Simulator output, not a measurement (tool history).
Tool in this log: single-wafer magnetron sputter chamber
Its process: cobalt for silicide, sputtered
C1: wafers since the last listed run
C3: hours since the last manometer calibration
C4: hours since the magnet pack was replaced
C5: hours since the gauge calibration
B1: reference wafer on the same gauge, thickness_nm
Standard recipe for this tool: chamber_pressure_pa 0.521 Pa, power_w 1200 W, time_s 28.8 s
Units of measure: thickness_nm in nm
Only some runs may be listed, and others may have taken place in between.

{"run": 1, "hour": 0.0, "chamber_pressure_pa": 0.521, "power_w": 1400, "time_s": 28.8, "C1": 0, "wafers on the sputter target": 1519, "C3": 1800.4, "C4": 10324.2, "C5": 540.5, "B1": 16.675, "thickness_nm": 20.213}
{"run": 2, "hour": 42.5, "chamber_pressure_pa": 0.521, "power_w": 1400, "time_s": 28.8, "C1": 1391, "wafers on the sputter target": 2911, "C3": 1842.9, "C4": 10366.7, "C5": 583.0, "B1": 16.724, "thickness_nm": 20.262}
{"run": 3, "hour": 59.8, "chamber_pressure_pa": 0.521, "power_w": 1400, "time_s": 28.8, "C1": 566, "wafers on the sputter target": 3477, "C3": 1860.2, "C4": 10384.0, "C5": 600.3, "B1": 16.708, "thickness_nm": 20.472}
{"run": 4, "hour": 77.1, "chamber_pressure_pa": 0.521, "power_w": 1200, "time_s": 28.8, "C1": 566, "wafers on the sputter target": 4044, "C3": 1877.5, "C4": 10401.3, "C5": 617.6, "B1": 16.699, "thickness_nm": 17.647}
{"hour": 107.6, "done": "sputter target and shields replaced"}
{"run": 5, "hour": 109.7, "chamber_pressure_pa": 0.521, "power_w": 1200, "time_s": 28.8, "C1": 805, "wafers on the sputter target": 69, "C3": 1910.1, "C4": 10433.9, "C5": 650.2, "B1": 16.711, "thickness_nm": 17.669}
{"run": 6, "hour": 128.0, "chamber_pressure_pa": 0.521, "power_w": 1200, "time_s": 28.8, "C1": 599, "wafers on the sputter target": 669, "C3": 1928.4, "C4": 10452.2, "C5": 668.5, "B1": 16.717, "thickness_nm": 17.574}
{"run": 7, "hour": 154.6, "chamber_pressure_pa": 0.521, "power_w": 1200, "time_s": 28.8, "C1": 871, "wafers on the sputter target": 1540, "C3": 1955.0, "C4": 10478.8, "C5": 695.1, "B1": 16.682, "thickness_nm": 17.699}
{"run": 8, "hour": 179.2, "chamber_pressure_pa": 0.521, "power_w": 1200, "time_s": 28.8, "C1": 805, "wafers on the sputter target": 2345, "C3": 1979.6, "C4": 10503.4, "C5": 719.7, "B1": 16.715, "thickness_nm": 17.506}
{"run": 9, "hour": 218.4, "chamber_pressure_pa": 0.521, "power_w": 1200, "time_s": 28.8, "C1": 1283, "wafers on the sputter target": 3629, "C3": 2018.8, "C4": 10542.6, "C5": 758.9, "B1": 16.718, "thickness_nm": 17.501}
{"run": 10, "hour": 248.6, "chamber_pressure_pa": 0.521, "power_w": 1200, "time_s": 28.8, "C1": 988, "wafers on the sputter target": 4618, "C3": 2049.0, "C4": 10572.8, "C5": 789.1, "B1": 16.69, "thickness_nm": 17.624}
{"hour": 265.5, "done": "sputter target and shields replaced"}
{"run": 11, "hour": 274.1, "chamber_pressure_pa": 0.521, "power_w": 1200, "time_s": 28.8, "C1": 573, "wafers on the sputter target": 280, "C3": 2074.5, "C4": 10598.3, "C5": 814.6, "B1": 16.722, "thickness_nm": 17.493}
{"run": 12, "hour": 308.1, "chamber_pressure_pa": 0.521, "power_w": 1200, "time_s": 28.8, "C1": 1113, "wafers on the sputter target": 1393, "C3": 2108.5, "C4": 10632.3, "C5": 848.6, "B1": 16.689, "thickness_nm": 17.66}
{"run": 13, "hour": 336.3, "chamber_pressure_pa": 0.521, "power_w": 1200, "time_s": 28.8, "C1": 923, "wafers on the sputter target": 2317, "C3": 2136.7, "C4": 10660.5, "C5": 876.8, "B1": 16.702, "thickness_nm": 17.614}
{"run": 14, "hour": 367.7, "chamber_pressure_pa": 0.521, "power_w": 1200, "time_s": 25.5, "C1": 1028, "wafers on the sputter target": 3345, "C3": 2168.1, "C4": 10691.9, "C5": 908.2, "B1": 16.715, "thickness_nm": 15.56}
{"run": 15, "hour": 398.8, "chamber_pressure_pa": 0.603, "power_w": 1050, "time_s": 28.8, "C1": 1018, "wafers on the sputter target": 4363, "C3": 2199.2, "C4": 10723.0, "C5": 939.3, "B1": 16.714, "thickness_nm": 15.245}
{"hour": 434.7, "done": "sputter target and shields replaced"}
{"hour": 437.3, "done": "magnet pack replaced"}
{"run": 16, "hour": 437.8, "chamber_pressure_pa": 0.345, "power_w": 1050, "time_s": 33.8, "C1": 927, "wafers on the sputter target": 15, "C3": 2238.2, "C4": 0.5, "C5": 978.3, "B1": 16.696, "thickness_nm": 19.368}
{"hour": 440.6, "done": "gauge calibrated"}
{"run": 17, "hour": 457.1, "chamber_pressure_pa": 0.521, "power_w": 1200, "time_s": 23.1, "C1": 631, "wafers on the sputter target": 647, "C3": 2257.5, "C4": 19.8, "C5": 16.5, "B1": 16.67, "thickness_nm": 14.132}
{"run": 18, "hour": 480.5, "chamber_pressure_pa": 0.467, "power_w": 1200, "time_s": 28.8, "C1": 766, "wafers on the sputter target": 1413, "C3": 2280.9, "C4": 43.2, "C5": 39.9, "B1": 16.698, "thickness_nm": 17.853}
{"hour": 501.6, "done": "capacitance manometer re-zeroed and calibrated"}
{"run": 19, "hour": 510.1, "chamber_pressure_pa": 0.521, "power_w": 1200, "time_s": 28.8, "C1": 707, "wafers on the sputter target": 2121, "C3": 8.5, "C4": 72.8, "C5": 69.5, "B1": 16.705, "thickness_nm": 17.573}
{"run": 20, "hour": 526.6, "chamber_pressure_pa": 0.673, "power_w": 1200, "time_s": 28.8, "C1": 540, "wafers on the sputter target": 2661, "C3": 25.0, "C4": 89.3, "C5": 86.0, "B1": 16.719, "thickness_nm": 16.878}
{"run": 21, "hour": 560.6, "chamber_pressure_pa": 0.405, "power_w": 1200, "time_s": 30.7, "C1": 1113, "wafers on the sputter target": 3774, "C3": 59.0, "C4": 123.3, "C5": 120.0, "B1": 16.697, "thickness_nm": 19.512}
{"hour": 598.5, "done": "sputter target and shields replaced"}
{"run": 22, "hour": 599.0, "chamber_pressure_pa": 0.34, "power_w": 1450, "time_s": 31.9, "C1": 995, "wafers on the sputter target": 15, "C3": 97.4, "C4": 161.7, "C5": 158.4, "B1": 16.668, "thickness_nm": 24.486}
{"run": 23, "hour": 690.8, "chamber_pressure_pa": 0.521, "power_w": 1200, "time_s": 28.8, "C1": 3006, "wafers on the sputter target": 3021, "C3": 189.2, "C4": 253.5, "C5": 250.2, "B1": 16.698, "thickness_nm": 17.603}
{"run": 24, "hour": 710.3, "chamber_pressure_pa": 0.431, "power_w": 1100, "time_s": 31.4, "C1": 638, "wafers on the sputter target": 3660, "C3": 208.7, "C4": 273.0, "C5": 269.7, "B1": 16.684, "thickness_nm": 18.248}
{"run": 25, "hour": 744.5, "chamber_pressure_pa": 0.314, "power_w": 1000, "time_s": 30.6, "C1": 1119, "wafers on the sputter target": 4780, "C3": 242.9, "C4": 307.2, "C5": 303.9, "B1": 16.679, "thickness_nm": 16.807}
{"hour": 753.8, "done": "sputter target and shields replaced"}
{"run": 26, "hour": 757.5, "chamber_pressure_pa": 0.619, "power_w": 950, "time_s": 28.8, "C1": 163, "wafers on the sputter target": 122, "C3": 255.9, "C4": 320.2, "C5": 316.9, "B1": 16.717, "thickness_nm": 13.834}
{"run": 27, "hour": 781.8, "chamber_pressure_pa": 0.456, "power_w": 1500, "time_s": 31.8, "C1": 795, "wafers on the sputter target": 918, "C3": 280.2, "C4": 344.5, "C5": 341.2, "B1": 16.707, "thickness_nm": 24.49}
{"run": 28, "hour": 795.2, "chamber_pressure_pa": 0.521, "power_w": 1200, "time_s": 28.8, "C1": 438, "wafers on the sputter target": 1357, "C3": 293.6, "C4": 357.9, "C5": 354.6, "B1": 16.7, "thickness_nm": 17.483}
{"run": 29, "hour": 827.6, "chamber_pressure_pa": 0.521, "power_w": 1200, "time_s": 25.7, "C1": 1060, "wafers on the sputter target": 2418, "C3": 326.0, "C4": 390.3, "C5": 387.0, "B1": 16.724, "thickness_nm": 15.802}

Consider 5 possible next runs. They are alternatives, not a sequence: every one starts from the tool as it was left by run 29. What does each give?
{"run": "A", "hour": 828.0, "chamber_pressure_pa": 0.521, "power_w": 1200, "time_s": 28.8, "C1": 13, "wafers on the sputter target": 2431, "C3": 326.4, "C4": 390.7, "C5": 387.4, "B1": "?", "thickness_nm": "?"}
{"run": "B", "hour": 828.0, "chamber_pressure_pa": 0.462, "power_w": 1200, "time_s": 32.5, "C1": 13, "wafers on the sputter target": 2431, "C3": 326.4, "C4": 390.7, "C5": 387.4, "B1": "?", "thickness_nm": "?"}
{"run": "C", "hour": 828.0, "chamber_pressure_pa": 0.592, "power_w": 1500, "time_s": 32.1, "C1": 13, "wafers on the sputter target": 2431, "C3": 326.4, "C4": 390.7, "C5": 387.4, "B1": "?", "thickness_nm": "?"}
{"run": "D", "hour": 828.0, "chamber_pressure_pa": 0.598, "power_w": 1100, "time_s": 24.3, "C1": 13, "wafers on the sputter target": 2431, "C3": 326.4, "C4": 390.7, "C5": 387.4, "B1": "?", "thickness_nm": "?"}
{"run": "E", "hour": 828.0, "chamber_pressure_pa": 0.41, "power_w": 1200, "time_s": 28.8, "C1": 13, "wafers on the sputter target": 2431, "C3": 326.4, "C4": 390.7, "C5": 387.4, "B1": "?", "thickness_nm": "?"}

run=A B1=16.701 thickness_nm=17.607
run=B B1=16.701 thickness_nm=20.208
run=C B1=16.701 thickness_nm=23.631
run=D B1=16.701 thickness_nm=13.424
run=E B1=16.701 thickness_nm=18.179
The same runs, with their run-to-run variation unchanged, on a tool lacking any hidden condition would have given:
run=A thickness_nm=17.607
run=B thickness_nm=20.208
run=C thickness_nm=23.631
run=D thickness_nm=13.424
run=E thickness_nm=18.179
